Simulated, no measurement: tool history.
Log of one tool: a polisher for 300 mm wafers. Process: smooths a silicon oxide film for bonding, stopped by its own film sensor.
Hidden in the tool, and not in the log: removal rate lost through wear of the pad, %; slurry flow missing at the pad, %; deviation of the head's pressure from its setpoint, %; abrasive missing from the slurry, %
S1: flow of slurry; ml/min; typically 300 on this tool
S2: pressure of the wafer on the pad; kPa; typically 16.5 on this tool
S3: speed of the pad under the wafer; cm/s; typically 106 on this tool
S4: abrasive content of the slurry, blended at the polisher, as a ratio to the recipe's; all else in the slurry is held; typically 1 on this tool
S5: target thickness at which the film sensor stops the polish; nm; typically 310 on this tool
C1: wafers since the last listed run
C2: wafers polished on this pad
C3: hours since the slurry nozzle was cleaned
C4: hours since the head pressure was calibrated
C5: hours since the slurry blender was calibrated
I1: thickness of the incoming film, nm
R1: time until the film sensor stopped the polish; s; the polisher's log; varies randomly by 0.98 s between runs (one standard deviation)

{"run": 1, "hour": 0.0, "S1": 370, "S2": 16.5, "S3": 106, "S4": 1, "S5": 325, "C1": 0, "C2": 173, "C3": 631.5, "C4": 708.4, "C5": 138, "I1": 393.5, "R1": 89.9}
{"run": 2, "hour": 68.8, "S1": 300, "S2": 16.5, "S3": 106, "S4": 1, "S5": 310, "C1": 460, "C2": 634, "C3": 700.3, "C4": 777.2, "C5": 206.8, "I1": 390.5, "R1": 111.5}
{"hour": 116.8, "done": "worn pad replaced by a new one"}
{"run": 3, "hour": 136.1, "S1": 300, "S2": 16.5, "S3": 106, "S4": 1, "S5": 310, "C1": 424, "C2": 129, "C3": 767.6, "C4": 844.5, "C5": 274.1, "I1": 388.4, "R1": 105.4}
{"run": 4, "hour": 192.4, "S1": 300, "S2": 16.5, "S3": 106, "S4": 1, "S5": 310, "C1": 377, "C2": 506, "C3": 823.9, "C4": 900.8, "C5": 330.4, "I1": 384.1, "R1": 104.1}
{"hour": 221.6, "done": "slurry blender recalibrated"}
{"hour": 244.5, "done": "slurry nozzle cleaned"}
{"hour": 252.8, "done": "head pressure recalibrated"}
{"hour": 266.3, "done": "worn pad replaced by a new one"}
{"run": 5, "hour": 266.8, "S1": 300, "S2": 17.9, "S3": 106, "S4": 1, "S5": 310, "C1": 438, "C2": 3, "C3": 22.3, "C4": 14, "C5": 45.2, "I1": 396.9, "R1": 103}
{"run": 6, "hour": 312.2, "S1": 300, "S2": 18.6, "S3": 106, "S4": 1, "S5": 310, "C1": 304, "C2": 307, "C3": 67.7, "C4": 59.4, "C5": 90.6, "I1": 390.7, "R1": 94.8}
{"run": 7, "hour": 340.9, "S1": 300, "S2": 18.6, "S3": 106, "S4": 1, "S5": 310, "C1": 192, "C2": 499, "C3": 96.4, "C4": 88.1, "C5": 119.3, "I1": 388.1, "R1": 94.7}
{"hour": 408.1, "done": "worn pad replaced by a new one"}
{"run": 8, "hour": 409.3, "S1": 300, "S2": 13.1, "S3": 144, "S4": 1.25, "S5": 319, "C1": 431, "C2": 8, "C3": 164.8, "C4": 156.5, "C5": 187.7, "I1": 390, "R1": 93.3}
{"run": 9, "hour": 448.8, "S1": 300, "S2": 21.4, "S3": 134, "S4": 0.8, "S5": 310, "C1": 264, "C2": 272, "C3": 204.3, "C4": 196, "C5": 227.2, "I1": 388.7, "R1": 79.8}
{"run": 10, "hour": 515.9, "S1": 300, "S2": 16.5, "S3": 106, "S4": 1, "S5": 310, "C1": 449, "C2": 722, "C3": 271.4, "C4": 263.1, "C5": 294.3, "I1": 386.2, "R1": 109}
{"hour": 542.2, "done": "worn pad replaced by a new one"}
{"hour": 561.3, "done": "slurry blender recalibrated"}
{"run": 11, "hour": 566.8, "S1": 300, "S2": 11.7, "S3": 118, "S4": 1.25, "S5": 310, "C1": 300, "C2": 151, "C3": 322.3, "C4": 314, "C5": 5.5, "I1": 393.1, "R1": 136.3}
{"run": 12, "hour": 629.9, "S1": 340, "S2": 16.5, "S3": 82, "S4": 1, "S5": 325, "C1": 422, "C2": 574, "C3": 385.4, "C4": 377.1, "C5": 68.6, "I1": 389.5, "R1": 98.5}
{"run": 13, "hour": 690.2, "S1": 300, "S2": 16.5, "S3": 106, "S4": 1, "S5": 310, "C1": 404, "C2": 978, "C3": 445.7, "C4": 437.4, "C5": 128.9, "I1": 384.1, "R1": 104}
{"hour": 705.2, "done": "worn pad replaced by a new one"}
{"run": 14, "hour": 737.3, "S1": 300, "S2": 16.5, "S3": 106, "S4": 1, "S5": 310, "C1": 288, "C2": 215, "C3": 492.8, "C4": 484.5, "C5": 176, "I1": 393.8, "R1": 111.2}

For each entry between runs, how does the tool's hidden state at the last listed run before it compare with that at the first listed run after it?
Between runs 2 and 3: worn pad replaced by a new one (hour 116.8)
  removal rate lost through wear of the pad, %: 5.8 -> 1.96; abrasive missing from the slurry, %: 9.2 -> 12.1
  measured value less the no-hidden-state value, R1: +9.9 -> +6.5 s
Between runs 4 and 5: slurry blender recalibrated (hour 221.6); slurry nozzle cleaned (hour 244.5); head pressure recalibrated (hour 252.8); worn pad replaced by a new one (hour 266.3)
  removal rate lost through wear of the pad, %: 5.29 -> 0.432; abrasive missing from the slurry, %: 14.4 -> 3.63
  measured value less the no-hidden-state value, R1: +10.7 -> +1.8 s
Between runs 7 and 8: worn pad replaced by a new one (hour 408.1)
  removal rate lost through wear of the pad, %: 4.81 -> 0.173; abrasive missing from the slurry, %: 6.77 -> 9.67
  measured value less the no-hidden-state value, R1: +6.7 -> +3 s
Between runs 10 and 11: worn pad replaced by a new one (hour 542.2); slurry blender recalibrated (hour 561.3)
  removal rate lost through wear of the pad, %: 6.48 -> 2.09; abrasive missing from the slurry, %: 14.2 -> 4.49
  measured value less the no-hidden-state value, R1: +12.3 -> +4.7 s
Between runs 13 and 14: worn pad replaced by a new one (hour 705.2)
  removal rate lost through wear of the pad, %: 9.39 -> 2.16; abrasive missing from the slurry, %: 9.72 -> 11.7
  measured value less the no-hidden-state value, R1: +13 -> +7 s
